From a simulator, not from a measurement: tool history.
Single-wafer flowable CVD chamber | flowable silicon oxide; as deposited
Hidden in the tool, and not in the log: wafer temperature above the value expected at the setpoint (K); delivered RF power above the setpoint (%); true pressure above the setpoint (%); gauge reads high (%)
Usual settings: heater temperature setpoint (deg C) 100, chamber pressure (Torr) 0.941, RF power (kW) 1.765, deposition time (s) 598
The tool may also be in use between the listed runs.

run,hour,heater temperature setpoint (deg C),chamber pressure (Torr),RF power (kW),deposition time (s),wafers since the last listed run,hours since the last thermocouple change,hours since the last RF generator calibration,hours since the last manometer calibration,hours since the showerhead was replaced,hours since the gauge calibration,"read-back reference wafer on the same gauge, thickness_nm",mean film thickness on the monitor wafer (nm)
1,0,100,0.941,1.765,598,0,2438.3,1224.8,2524.3,8645,89.8,487.978,354.583
2,12.7,100,0.941,1.765,598,47,2451,1237.5,2537,8657.7,102.5,487.81,353.652
3,27.3,100,0.941,1.765,598,54,2465.6,1252.1,2551.6,8672.3,117.1,487.978,353.476
4,37.2,100,0.941,1.765,598,37,2475.5,1262,2561.5,8682.2,127,487.835,353.371
5,52.2,100,0.941,1.765,598,56,2490.5,1277,2576.5,8697.2,142,487.926,353.408
6,66.1,92,0.941,1.765,598,52,2504.4,1290.9,2590.4,8711.1,155.9,487.832,444.501
7,74.5,92,0.941,1.765,598,31,2512.8,1299.3,2598.8,8719.5,164.3,488.089,443.762
8,80.7,100,0.941,1.89,598,23,2519,1305.5,2605,8725.7,170.5,488.374,356.559
9,87.6,100,0.941,1.765,598,25,2525.9,1312.4,2611.9,8732.6,177.4,488.059,349.854
10,100.6,100,0.941,1.765,598,48,2538.9,1325.4,2624.9,8745.6,190.4,488.209,350.676
11,118.4,100,0.941,1.935,598,66,2556.7,1343.2,2642.7,8763.4,208.2,487.999,357.614
# hour 132.2: thermocouple changed; heater temperature recalibrated
# hour 133.7: showerhead replaced
12,134.2,100,0.941,1.935,598,23,2,1359,2658.5,0.5,224,488.013,398.628
13,142.9,92,0.941,1.435,598,32,10.7,1367.7,2667.2,9.2,232.7,487.954,464.693
14,154.3,100,0.941,1.765,598,42,22.1,1379.1,2678.6,20.6,244.1,488.084,390.14
15,169.5,92,0.941,1.765,598,57,37.3,1394.3,2693.8,35.8,259.3,488.059,489.82
16,183,100,1.158,1.945,598,50,50.8,1407.8,2707.3,49.3,272.8,487.879,490.682
# hour 224.6: RF generator calibrated
17,225.1,90,0.941,1.765,685,128,92.9,0.5,2749.4,91.4,314.9,488.302,594.212
# hour 235.8: gauge calibrated
18,237.8,100,0.941,1.47,531,47,105.6,13.2,2762.1,104.1,2,487.621,326.452
19,246.1,109,0.865,2.085,543,31,113.9,21.5,2770.4,112.4,10.3,488.123,256.303
20,258.9,100,0.941,1.765,598,48,126.7,34.3,2783.2,125.2,23.1,487.799,386.987
# hour 279.6: capacitance manometer re-zeroed and calibrated
21,297.9,100,0.831,1.765,703,116,165.7,73.3,18.3,164.2,62.1,487.815,427.882
22,315.1,85,0.769,2.06,498,64,182.9,90.5,35.5,181.4,79.3,487.801,442.841
23,331.8,100,1.029,2.02,598,62,199.6,107.2,52.2,198.1,96,487.801,465.76
24,340.2,92,0.941,1.765,598,31,208,115.6,60.6,206.5,104.4,487.457,519.346
25,357.6,100,0.941,1.765,598,65,225.4,133,78,223.9,121.8,488.358,413.378
26,373,100,1.063,1.765,505,57,240.8,148.4,93.4,239.3,137.2,488.42,394.499
27,385,100,0.732,1.95,634,45,252.8,160.4,105.4,251.3,149.2,487.767,346.364

Hidden state at the last listed run before each entry between runs and at the first one after, where it differs:
Between runs 11 and 12: thermocouple changed; heater temperature recalibrated (hour 132.2); showerhead replaced (hour 133.7)
  wafer temperature above the value expected at the setpoint (K): 3.44 -> -0.213; true pressure above the setpoint (%): -7.33 -> -7.41
  measured less the result without the state, mean film thickness on the monitor wafer (nm): -69.87 -> -29.084
Between runs 16 and 17: RF generator calibrated (hour 224.6)
  wafer temperature above the value expected at the setpoint (K): -0.153 -> -0.101; true pressure above the setpoint (%): -7.67 -> -7.9
  measured less the result without the state, mean film thickness on the monitor wafer (nm): -34.587 -> -48.653
Between runs 17 and 18: gauge calibrated (hour 235.8)
  wafer temperature above the value expected at the setpoint (K): -0.101 -> -0.0854; true pressure above the setpoint (%): -7.9 -> -7.97
  measured less the result without the state, mean film thickness on the monitor wafer (nm): -48.653 -> -27.212
Between runs 20 and 21: capacitance manometer re-zeroed and calibrated (hour 279.6)
  wafer temperature above the value expected at the setpoint (K): -0.0594 -> -0.0113; true pressure above the setpoint (%): -8.09 -> -1.35
  measured less the result without the state, mean film thickness on the monitor wafer (nm): -33.119 -> -6

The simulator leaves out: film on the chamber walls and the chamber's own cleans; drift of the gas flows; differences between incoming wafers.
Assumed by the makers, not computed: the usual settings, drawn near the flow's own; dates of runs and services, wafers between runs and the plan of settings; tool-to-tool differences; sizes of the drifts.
